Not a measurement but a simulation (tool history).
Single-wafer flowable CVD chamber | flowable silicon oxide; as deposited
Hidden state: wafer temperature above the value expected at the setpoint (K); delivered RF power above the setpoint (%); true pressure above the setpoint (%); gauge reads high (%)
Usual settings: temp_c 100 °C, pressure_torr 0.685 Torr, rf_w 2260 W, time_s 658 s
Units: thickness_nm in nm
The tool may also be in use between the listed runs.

run,hour,temp_c,pressure_torr,rf_w,time_s,wafers since the last listed run,hours since the last thermocouple change,hours since the last RF generator calibration,hours since the last manometer calibration,hours since the showerhead was replaced,hours since the gauge calibration,"read-back reference wafer on the same gauge, thickness_nm",thickness_nm
1,0.0,100,0.685,2260,619,0,756.0,796.9,737.9,5130.2,894.9,280.427,288.246
2,72.4,100,0.685,2260,619,155,828.4,869.3,810.3,5202.6,967.3,280.243,288.551
3,165.1,100,0.685,2065,658,199,921.1,962.0,903.0,5295.3,1060.0,279.684,303.457
4,213.0,100,0.685,2065,658,103,969.0,1009.9,950.9,5343.2,1107.9,279.793,304.773
5,269.0,100,0.685,2065,658,120,1025.0,1065.9,1006.9,5399.2,1163.9,279.831,303.832
6,434.6,100,0.685,2260,630,356,1190.6,1231.5,1172.5,5564.8,1329.5,280.287,295.489
7,527.8,100,0.685,2260,630,200,1283.8,1324.7,1265.7,5658.0,1422.7,280.044,294.246
8,609.1,100,0.685,2260,630,174,1365.1,1406.0,1347.0,5739.3,1504.0,279.715,294.651
# hour 622.3: capacitance manometer re-zeroed and calibrated
9,700.0,100,0.685,2260,658,178,1456.0,1496.9,77.7,5830.2,1594.9,280.128,308.524
# hour 722.0: gauge calibrated
# hour 766.7: thermocouple changed; heater temperature recalibrated
# hour 766.7: showerhead replaced
10,767.2,100,0.685,2260,658,127,0.5,1564.1,144.9,0.5,45.2,280.115,307.720
11,831.1,100,0.685,2260,732,137,64.4,1628.0,208.8,64.4,109.1,280.032,345.661
12,892.5,100,0.794,2260,781,132,125.8,1689.4,270.2,125.8,170.5,280.466,425.357
# hour 906.2: RF generator calibrated
13,951.3,113,0.685,2655,658,109,184.6,45.1,329.0,184.6,229.3,280.064,194.878
14,1022.7,100,0.600,2655,658,153,256.0,116.5,400.4,256.0,300.7,279.724,275.814
15,1093.8,87,0.576,2260,566,153,327.1,187.6,471.5,327.1,371.8,279.706,358.502
16,1134.8,112,0.563,1855,612,88,368.1,228.6,512.5,368.1,412.8,280.149,146.787
17,1190.3,100,0.685,2260,658,119,423.6,284.1,568.0,423.6,468.3,279.827,307.391
18,1273.8,93,0.613,2570,658,179,507.1,367.6,651.5,507.1,551.8,280.366,364.345
19,1370.2,100,0.685,2260,658,207,603.5,464.0,747.9,603.5,648.2,279.805,308.613
20,1409.3,100,0.685,2260,658,84,642.6,503.1,787.0,642.6,687.3,279.771,307.507
21,1500.9,100,0.519,2260,658,197,734.2,594.7,878.6,734.2,778.9,279.513,233.413

How the hidden state differs across the entries between the runs, from the last listed run before each to the first after it:
Between runs 8 and 9: capacitance manometer re-zeroed and calibrated (hour 622.3)
  no hidden state differs between the two runs
Between runs 9 and 10: gauge calibrated (hour 722.0); thermocouple changed; heater temperature recalibrated (hour 766.7); showerhead replaced (hour 766.7)
  no hidden state differs between the two runs
Between runs 12 and 13: RF generator calibrated (hour 906.2)
  no hidden state differs between the two runs
